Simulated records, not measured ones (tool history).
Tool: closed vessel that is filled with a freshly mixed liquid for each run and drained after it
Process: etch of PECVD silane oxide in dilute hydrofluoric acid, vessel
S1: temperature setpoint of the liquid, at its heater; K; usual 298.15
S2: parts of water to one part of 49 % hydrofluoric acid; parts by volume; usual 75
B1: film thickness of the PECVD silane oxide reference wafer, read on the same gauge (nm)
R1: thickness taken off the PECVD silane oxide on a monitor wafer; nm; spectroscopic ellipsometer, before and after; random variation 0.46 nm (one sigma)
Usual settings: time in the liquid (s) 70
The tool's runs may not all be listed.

{"run": 1, "day": 0.0, "S1": 298.15, "S2": 75, "time in the liquid (s)": 70, "B1": 120.0, "R1": 53.31}
{"day": 0.158, "done": "hydrofluoric acid flow meter replaced"}
{"run": 2, "day": 6.175, "S1": 298.15, "S2": 75, "time in the liquid (s)": 70, "B1": 120.02, "R1": 52.45}
{"run": 3, "day": 7.329, "S1": 298.15, "S2": 75, "time in the liquid (s)": 70, "B1": 119.99, "R1": 51.79}
{"run": 4, "day": 8.767, "S1": 298.15, "S2": 105, "time in the liquid (s)": 70, "B1": 120.04, "R1": 35.31}
{"run": 5, "day": 11.129, "S1": 298.15, "S2": 75, "time in the liquid (s)": 70, "B1": 120.02, "R1": 52.11}
{"day": 11.742, "done": "gauge calibrated"}
{"run": 6, "day": 12.375, "S1": 298.15, "S2": 75, "time in the liquid (s)": 70, "B1": 120.01, "R1": 52.59}
{"run": 7, "day": 13.8, "S1": 298.15, "S2": 75, "time in the liquid (s)": 45, "B1": 119.99, "R1": 33.9}
{"run": 8, "day": 15.362, "S1": 298.15, "S2": 75, "time in the liquid (s)": 70, "B1": 120.01, "R1": 52.29}
{"run": 9, "day": 17.408, "S1": 298.15, "S2": 75, "time in the liquid (s)": 70, "B1": 119.99, "R1": 53.47}
{"run": 10, "day": 20.271, "S1": 298.15, "S2": 100, "time in the liquid (s)": 70, "B1": 119.99, "R1": 38.92}
{"day": 21.662, "done": "thermometer replaced"}
{"day": 23.554, "done": "hydrofluoric acid flow meter replaced"}
{"run": 11, "day": 24.925, "S1": 296.65, "S2": 35, "time in the liquid (s)": 110, "B1": 119.98, "R1": 169.39}
{"run": 12, "day": 26.538, "S1": 300.65, "S2": 110, "time in the liquid (s)": 55, "B1": 120.03, "R1": 28.75}
{"run": 13, "day": 28.238, "S1": 302.65, "S2": 75, "time in the liquid (s)": 90, "B1": 119.99, "R1": 79.27}
{"run": 14, "day": 35.112, "S1": 300.15, "S2": 95, "time in the liquid (s)": 30, "B1": 120.0, "R1": 18.63}
{"run": 15, "day": 36.592, "S1": 298.15, "S2": 75, "time in the liquid (s)": 70, "B1": 120.0, "R1": 51.51}
{"run": 16, "day": 37.738, "S1": 301.65, "S2": 90, "time in the liquid (s)": 60, "B1": 119.97, "R1": 42.51}
{"run": 17, "day": 40.546, "S1": 298.15, "S2": 75, "time in the liquid (s)": 95, "B1": 119.99, "R1": 72.54}
{"run": 18, "day": 43.404, "S1": 296.65, "S2": 75, "time in the liquid (s)": 70, "B1": 120.0, "R1": 50.0}
{"day": 43.796, "done": "hydrofluoric acid flow meter replaced"}
{"run": 19, "day": 46.042, "S1": 298.15, "S2": 40, "time in the liquid (s)": 50, "B1": 120.0, "R1": 70.92}
{"run": 20, "day": 48.583, "S1": 298.15, "S2": 75, "time in the liquid (s)": 70, "B1": 120.0, "R1": 50.57}
{"run": 21, "day": 51.1, "S1": 298.15, "S2": 75, "time in the liquid (s)": 55, "B1": 119.98, "R1": 40.77}
{"run": 22, "day": 52.967, "S1": 298.15, "S2": 75, "time in the liquid (s)": 70, "B1": 120.0, "R1": 51.89}
{"day": 55.392, "done": "thermometer replaced"}
{"run": 23, "day": 55.525, "S1": 301.65, "S2": 105, "time in the liquid (s)": 100, "B1": 120.01, "R1": 58.35}
{"run": 24, "day": 60.346, "S1": 300.15, "S2": 75, "time in the liquid (s)": 95, "B1": 120.01, "R1": 77.37}
{"run": 25, "day": 62.042, "S1": 295.15, "S2": 75, "time in the liquid (s)": 55, "B1": 120.0, "R1": 37.02}
{"day": 64.688, "done": "hydrofluoric acid flow meter replaced"}
{"run": 26, "day": 64.958, "S1": 298.15, "S2": 75, "time in the liquid (s)": 70, "B1": 119.99, "R1": 50.95}
{"run": 27, "day": 66.271, "S1": 298.15, "S2": 40, "time in the liquid (s)": 70, "B1": 119.99, "R1": 100.03}
{"run": 28, "day": 69.025, "S1": 296.65, "S2": 90, "time in the liquid (s)": 70, "B1": 120.01, "R1": 39.83}
{"run": 29, "day": 71.879, "S1": 298.15, "S2": 60, "time in the liquid (s)": 105, "B1": 120.0, "R1": 99.84}
{"run": 30, "day": 73.304, "S1": 302.65, "S2": 75, "time in the liquid (s)": 95, "B1": 119.99, "R1": 85.12}
{"run": 31, "day": 75.046, "S1": 302.65, "S2": 95, "time in the liquid (s)": 90, "B1": 120.0, "R1": 61.5}
{"run": 32, "day": 76.712, "S1": 293.15, "S2": 95, "time in the liquid (s)": 90, "B1": 120.0, "R1": 41.96}
{"run": 33, "day": 79.512, "S1": 298.15, "S2": 55, "time in the liquid (s)": 50, "B1": 120.0, "R1": 52.91}

The tool's hidden state at each run:
liquid hotter than its thermometer reads (K): 0 in every run
gauge reads high (%): 0 in every run
H1: hydrofluoric acid flow above the setpoint (%)
run=1 H1=5.57
run=2 H1=1.45
run=3 H1=1.72
run=4 H1=2.06
run=5 H1=2.62
run=6 H1=2.92
run=7 H1=3.25
run=8 H1=3.62
run=9 H1=4.11
run=10 H1=4.79
run=11 H1=0.335
run=12 H1=0.717
run=13 H1=1.12
run=14 H1=2.75
run=15 H1=3.1
run=16 H1=3.37
run=17 H1=4.03
run=18 H1=4.71
run=19 H1=0.754
run=20 H1=1.36
run=21 H1=1.95
run=22 H1=2.39
run=23 H1=3
run=24 H1=4.14
run=25 H1=4.54
run=26 H1=0.555
run=27 H1=0.866
run=28 H1=1.52
run=29 H1=2.19
run=30 H1=2.53
run=31 H1=2.94
run=32 H1=3.34
run=33 H1=4

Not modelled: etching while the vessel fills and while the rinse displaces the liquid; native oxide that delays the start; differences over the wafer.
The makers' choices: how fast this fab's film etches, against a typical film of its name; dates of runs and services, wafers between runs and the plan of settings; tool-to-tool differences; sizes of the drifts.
